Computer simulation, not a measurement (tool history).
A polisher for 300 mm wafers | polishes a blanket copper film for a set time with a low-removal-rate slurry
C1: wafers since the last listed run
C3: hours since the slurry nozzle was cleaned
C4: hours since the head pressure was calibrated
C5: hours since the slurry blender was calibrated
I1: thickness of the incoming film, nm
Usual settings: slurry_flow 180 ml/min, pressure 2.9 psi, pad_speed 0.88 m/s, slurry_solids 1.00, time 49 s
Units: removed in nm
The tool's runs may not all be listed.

Run 1, day 0.000: usual settings; C1 0; wafers polished on this pad 2081; C3 211.7; C4 160.4; C5 322.8; I1 928.9. Result: removed 129.3 nm.
Run 2, day 1.000: usual settings; C1 322; wafers polished on this pad 2403; C3 235.7; C4 184.4; C5 346.8; I1 941.5. Result: removed 130.5 nm.
Run 3, day 3.112: usual settings; C1 680; wafers polished on this pad 3084; C3 286.4; C4 235.1; C5 397.5; I1 943.2. Result: removed 125.4 nm.
Run 4, day 5.000: usual settings; C1 608; wafers polished on this pad 3693; C3 331.7; C4 280.4; C5 442.8; I1 945.1. Result: removed 124.7 nm.
At day 5.425: slurry blender recalibrated.
Run 5, day 6.188: usual settings; C1 355; wafers polished on this pad 4049; C3 360.2; C4 308.9; C5 18.3; I1 926.1. Result: removed 129.0 nm.
Run 6, day 7.996: usual settings but pad_speed 0.72 m/s; C1 582; wafers polished on this pad 4632; C3 403.6; C4 352.3; C5 61.7; I1 930.5. Result: removed 106.3 nm.
Run 7, day 10.083: usual settings but slurry_flow 125 ml/min; C1 672; wafers polished on this pad 5305; C3 453.7; C4 402.4; C5 111.8; I1 943.7. Result: removed 117.4 nm.
At day 10.704: slurry nozzle cleaned.
Run 8, day 11.238: usual settings but slurry_flow 140 ml/min, pressure 2.5 psi, pad_speed 1.14 m/s, slurry_solids 1.10; C1 358; wafers polished on this pad 5663; C3 12.8; C4 430.1; C5 139.5; I1 924.5. Result: removed 131.3 nm.
Run 9, day 12.338: usual settings but pad_speed 1.02 m/s, slurry_solids 0.70; C1 354; wafers polished on this pad 6018; C3 39.2; C4 456.5; C5 165.9; I1 940.8. Result: removed 126.8 nm.
At day 13.967: worn pad replaced by a new one.
Run 10, day 14.021: usual settings but slurry_flow 200 ml/min, pressure 3.5 psi, pad_speed 0.76 m/s; C1 488; wafers polished on this pad 17; C3 79.6; C4 496.9; C5 206.3; I1 940.6. Result: removed 138.1 nm.
Run 11, day 15.250: usual settings but time 34 s; C1 396; wafers polished on this pad 413; C3 109.1; C4 526.4; C5 235.8; I1 924.3. Result: removed 87.0 nm.
Run 12, day 17.996: usual settings; C1 885; wafers polished on this pad 1299; C3 175.0; C4 592.3; C5 301.7; I1 929.7. Result: removed 127.5 nm.
Run 13, day 22.879: usual settings but pad_speed 1.08 m/s, slurry_solids 1.25, time 59 s; C1 1574; wafers polished on this pad 2873; C3 292.2; C4 709.5; C5 418.9; I1 936.3. Result: removed 190.5 nm.
At day 24.704: head pressure recalibrated.
Run 14, day 25.425: usual settings but slurry_flow 220 ml/min; C1 793; wafers polished on this pad 3667; C3 353.3; C4 17.3; C5 480.0; I1 932.9. Result: removed 128.0 nm.
At day 25.679: slurry blender recalibrated.
Run 15, day 27.325: usual settings but slurry_flow 210 ml/min, pressure 3.5 psi, pad_speed 0.66 m/s, time 56 s; C1 585; wafers polished on this pad 4252; C3 398.9; C4 62.9; C5 39.5; I1 925.7. Result: removed 134.5 nm.
At day 27.679: slurry nozzle cleaned.
Run 16, day 29.325: usual settings but pad_speed 1.02 m/s, time 56 s; C1 631; wafers polished on this pad 4883; C3 39.5; C4 110.9; C5 87.5; I1 914.0. Result: removed 158.1 nm.
Run 17, day 31.058: usual settings but pressure 3.2 psi, slurry_solids 0.85; C1 558; wafers polished on this pad 5442; C3 81.1; C4 152.5; C5 129.1; I1 916.0. Result: removed 128.9 nm.
At day 31.321: worn pad replaced by a new one.
Run 18, day 32.058: usual settings but slurry_flow 135 ml/min, pressure 3.5 psi, time 33 s; C1 268; wafers polished on this pad 238; C3 105.1; C4 176.5; C5 153.1; I1 931.1. Result: removed 102.4 nm.
Run 19, day 34.929: usual settings but pressure 3.3 psi, pad_speed 1.14 m/s; C1 925; wafers polished on this pad 1163; C3 174.0; C4 245.4; C5 222.0; I1 935.0. Result: removed 178.3 nm.
Run 20, day 37.300: usual settings but slurry_flow 225 ml/min, slurry_solids 1.10, time 57 s; C1 764; wafers polished on this pad 1927; C3 230.9; C4 302.3; C5 278.9; I1 947.3. Result: removed 155.2 nm.
Run 21, day 39.567: usual settings but pad_speed 1.02 m/s, time 59 s; C1 730; wafers polished on this pad 2658; C3 285.3; C4 356.7; C5 333.3; I1 920.5. Result: removed 170.7 nm.
Run 22, day 41.212: usual settings but slurry_flow 220 ml/min, pressure 2.5 psi, pad_speed 0.68 m/s, time 40 s; C1 530; wafers polished on this pad 3189; C3 324.8; C4 396.2; C5 372.8; I1 913.1. Result: removed 74.7 nm.
Run 23, day 43.254: usual settings but slurry_flow 230 ml/min, pressure 2.3 psi, pad_speed 0.68 m/s, slurry_solids 0.75; C1 658; wafers polished on this pad 3847; C3 373.8; C4 445.2; C5 421.8; I1 915.4. Result: removed 79.7 nm.
At day 43.967: slurry nozzle cleaned.
At day 45.404: slurry blender recalibrated.
Run 24, day 45.425: usual settings but slurry_flow 230 ml/min; C1 659; wafers polished on this pad 4506; C3 35.0; C4 497.3; C5 0.5; I1 936.9. Result: removed 128.8 nm.
At day 47.358: worn pad replaced by a new one.
Run 25, day 48.400: usual settings but slurry_flow 125 ml/min; C1 905; wafers polished on this pad 336; C3 106.4; C4 568.7; C5 71.9; I1 920.2. Result: removed 120.3 nm.
Run 26, day 51.012: usual settings but pad_speed 0.74 m/s; C1 842; wafers polished on this pad 1178; C3 169.1; C4 631.4; C5 134.6; I1 940.7. Result: removed 113.0 nm.
Run 27, day 52.154: usual settings but slurry_solids 1.10; C1 368; wafers polished on this pad 1546; C3 196.5; C4 658.8; C5 162.0; I1 932.4. Result: removed 134.6 nm.
Run 28, day 54.104: usual settings; C1 628; wafers polished on this pad 2175; C3 243.3; C4 705.6; C5 208.8; I1 926.9. Result: removed 129.3 nm.
Run 29, day 56.567: usual settings but pad_speed 0.68 m/s; C1 793; wafers polished on this pad 2968; C3 302.4; C4 764.7; C5 267.9; I1 911.7. Result: removed 101.1 nm.

5 ways to go on from here, each from the tool as it stands after run 29. What would each give?
Run A, day 56.583: usual settings; C1 5; wafers polished on this pad 2974; C3 302.8; C4 765.1; C5 268.3; I1 913.4. Result: removed ?.
Run B, day 56.583: usual settings but slurry_flow 150 ml/min, pad_speed 0.76 m/s, time 64 s; C1 5; wafers polished on this pad 2974; C3 302.8; C4 765.1; C5 268.3; I1 913.4. Result: removed ?.
Run C, day 56.583: usual settings but slurry_solids 1.15; C1 5; wafers polished on this pad 2974; C3 302.8; C4 765.1; C5 268.3; I1 913.4. Result: removed ?.
Run D, day 56.583: usual settings but pad_speed 0.62 m/s; C1 5; wafers polished on this pad 2974; C3 302.8; C4 765.1; C5 268.3; I1 913.4. Result: removed ?.
Run E, day 56.583: usual settings but slurry_solids 0.85; C1 5; wafers polished on this pad 2974; C3 302.8; C4 765.1; C5 268.3; I1 913.4. Result: removed ?.

run  removed
  A    127.2
  B    145.3
  C    131.6
  D     96.8
  E    122.1
Without the tool's hidden state the same runs would have given:
run  removed
  A    130.2
  B    148.8
  C    134.8
  D     99.2
  E    125.1
